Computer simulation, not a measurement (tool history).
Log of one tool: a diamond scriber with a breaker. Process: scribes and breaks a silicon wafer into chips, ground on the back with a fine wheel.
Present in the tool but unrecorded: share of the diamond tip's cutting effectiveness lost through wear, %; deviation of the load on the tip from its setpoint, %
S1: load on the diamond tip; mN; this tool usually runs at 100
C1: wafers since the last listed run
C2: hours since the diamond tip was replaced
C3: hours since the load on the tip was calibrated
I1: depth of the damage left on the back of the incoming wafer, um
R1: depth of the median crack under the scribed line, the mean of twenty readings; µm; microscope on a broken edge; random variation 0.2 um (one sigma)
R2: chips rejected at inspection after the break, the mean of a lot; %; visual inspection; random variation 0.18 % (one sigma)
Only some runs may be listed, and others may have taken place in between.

run 1 day=0 | S1=100 | C1=0 C2=106.7 C3=684.4 | I1=2.68 | R1=11.02 R2=3.32
run 2 day=2.254 | S1=100 | C1=182 C2=160.8 C3=738.5 | I1=1.63 | R1=10.91 R2=1.99
run 3 day=3.425 | S1=100 | C1=94 C2=188.9 C3=766.6 | I1=2.94 | R1=11.06 R2=4.22
run 4 day=6.267 | S1=100 | C1=229 C2=257.1 C3=834.8 | I1=1.85 | R1=10.9 R2=2.45
run 5 day=7.762 | S1=100 | C1=120 C2=293 C3=870.7 | I1=1.79 | R1=10.66 R2=2.63
run 6 day=9.575 | S1=117 | C1=146 C2=336.5 C3=914.2 | I1=1.7 | R1=11.2 R2=2.01
-- day=12.858 diamond tip replaced by a new one
run 7 day=13.046 | S1=100 | C1=273 C2=4.5 C3=997.5 | I1=1.82 | R1=11.09 R2=1.89
run 8 day=15.121 | S1=100 | C1=167 C2=54.3 C3=1047.3 | I1=2.38 | R1=11.23 R2=2.71
run 9 day=17.175 | S1=81 | C1=165 C2=103.6 C3=1096.6 | I1=1.62 | R1=9.23 R2=5.34
run 10 day=21.083 | S1=100 | C1=315 C2=197.4 C3=1190.4 | I1=2.99 | R1=10.87 R2=4.43
run 11 day=23.162 | S1=100 | C1=167 C2=247.3 C3=1240.3 | I1=2.98 | R1=10.56 R2=4.75
run 12 day=25.129 | S1=100 | C1=158 C2=294.5 C3=1287.5 | I1=1.74 | R1=9.96 R2=2.79
run 13 day=26.525 | S1=100 | C1=112 C2=328 C3=1321 | I1=1.92 | R1=10.27 R2=3
-- day=26.783 diamond tip replaced by a new one
-- day=28.033 load on the tip recalibrated
run 14 day=33.662 | S1=112 | C1=562 C2=165.1 C3=135.1 | I1=2.37 | R1=11.26 R2=2.81
run 15 day=36.217 | S1=100 | C1=206 C2=226.4 C3=196.4 | I1=2.12 | R1=10.78 R2=3.07
run 16 day=37.85 | S1=100 | C1=131 C2=265.6 C3=235.6 | I1=2.02 | R1=10.43 R2=2.63
run 17 day=41.3 | S1=100 | C1=278 C2=348.4 C3=318.4 | I1=2.75 | R1=10.23 R2=5.12
-- day=43.417 diamond tip replaced by a new one
run 18 day=43.6 | S1=100 | C1=179 C2=4.4 C3=373.6 | I1=2.13 | R1=10.96 R2=2.34
run 19 day=44.858 | S1=100 | C1=101 C2=34.6 C3=403.8 | I1=1.69 | R1=11.07 R2=2.12
run 20 day=46.604 | S1=115 | C1=140 C2=76.5 C3=445.7 | I1=1.79 | R1=12.4 R2=2.35
run 21 day=49.025 | S1=84 | C1=195 C2=134.6 C3=503.8 | I1=2.63 | R1=9.55 R2=5.43
run 22 day=50.533 | S1=82 | C1=121 C2=170.8 C3=540 | I1=2.35 | R1=9.15 R2=6.38
run 23 day=51.642 | S1=116 | C1=89 C2=197.4 C3=566.6 | I1=2.94 | R1=11.96 R2=3.38
run 24 day=53.004 | S1=124 | C1=110 C2=230.1 C3=599.3 | I1=1.7 | R1=12.25 R2=3.13
run 25 day=54.25 | S1=110 | C1=100 C2=260 C3=629.2 | I1=2.82 | R1=11.24 R2=3.22
run 26 day=56.029 | S1=100 | C1=143 C2=302.7 C3=671.9 | I1=2 | R1=10.29 R2=2.9
run 27 day=57.725 | S1=120 | C1=136 C2=343.4 C3=712.6 | I1=2.43 | R1=11.29 R2=2.76
run 28 day=59.188 | S1=100 | C1=118 C2=378.5 C3=747.7 | I1=2.08 | R1=9.88 R2=3.93
-- day=61.838 diamond tip replaced by a new one
run 29 day=61.858 | S1=109 | C1=208 C2=0.5 C3=811.8 | I1=2.31 | R1=11.57 R2=2.64
run 30 day=64.171 | S1=121 | C1=186 C2=56 C3=867.3 | I1=2.48 | R1=11.92 R2=3.81
run 31 day=65.638 | S1=108 | C1=118 C2=91.2 C3=902.5 | I1=2.58 | R1=11.45 R2=2.8
run 32 day=67.754 | S1=125 | C1=170 C2=142 C3=953.3 | I1=2.26 | R1=12.6 R2=3.14
run 33 day=69.092 | S1=88 | C1=108 C2=174.1 C3=985.4 | I1=2.17 | R1=9.62 R2=4.17
run 34 day=71.054 | S1=85 | C1=158 C2=221.2 C3=1032.5 | I1=2.32 | R1=9.05 R2=6.32
run 35 day=72.538 | S1=100 | C1=119 C2=256.8 C3=1068.1 | I1=2.14 | R1=10.28 R2=3.28
run 36 day=74.562 | S1=100 | C1=163 C2=305.4 C3=1116.7 | I1=1.84 | R1=10.08 R2=2.73
run 37 day=75.683 | S1=128 | C1=90 C2=332.3 C3=1143.6 | I1=1.68 | R1=11.69 R2=2.51
run 38 day=77.271 | S1=100 | C1=128 C2=370.4 C3=1181.7 | I1=2.63 | R1=9.46 R2=5.13
-- day=78.279 diamond tip replaced by a new one
run 39 day=78.583 | S1=88 | C1=99 C2=7.3 C3=1213.2 | I1=2 | R1=9.91 R2=3.63
run 40 day=80.562 | S1=127 | C1=159 C2=54.8 C3=1260.7 | I1=1.54 | R1=13.09 R2=3.89

What differs in the tool's unlogged condition from the final listed run ahead of each entry between runs to the first listed run following it?
After run 6, before run 7: diamond tip replaced by a new one (day 12.858)
  share of the diamond tip's cutting effectiveness lost through wear, %: 13.1 -> 0.921
  what was measured, less what the result would be without the hidden state, R1: -1.1 -> -0.07 µm; R2: -1 -> +0.01 %
After run 13, before run 14: diamond tip replaced by a new one (day 26.783); load on the tip recalibrated (day 28.033)
  share of the diamond tip's cutting effectiveness lost through wear, %: 12.6 -> 5.05
  what was measured, less what the result would be without the hidden state, R1: -0.96 -> -0.4 µm; R2: +0.82 -> -0.31 %
After run 17, before run 18: diamond tip replaced by a new one (day 43.417)
  share of the diamond tip's cutting effectiveness lost through wear, %: 15.3 -> 1.18
  what was measured, less what the result would be without the hidden state, R1: -1.19 -> -0.09 µm; R2: +1.69 -> +0.02 %
After run 28, before run 29: diamond tip replaced by a new one (day 61.838)
  share of the diamond tip's cutting effectiveness lost through wear, %: 16.7 -> 3
  what was measured, less what the result would be without the hidden state, R1: -1.29 -> -0.24 µm; R2: +1.55 -> -0.14 %
After run 38, before run 39: diamond tip replaced by a new one (day 78.279)
  share of the diamond tip's cutting effectiveness lost through wear, %: 17.9 -> 0.76
  what was measured, less what the result would be without the hidden state, R1: -1.33 -> -0.05 µm; R2: +2.08 -> +0.11 %
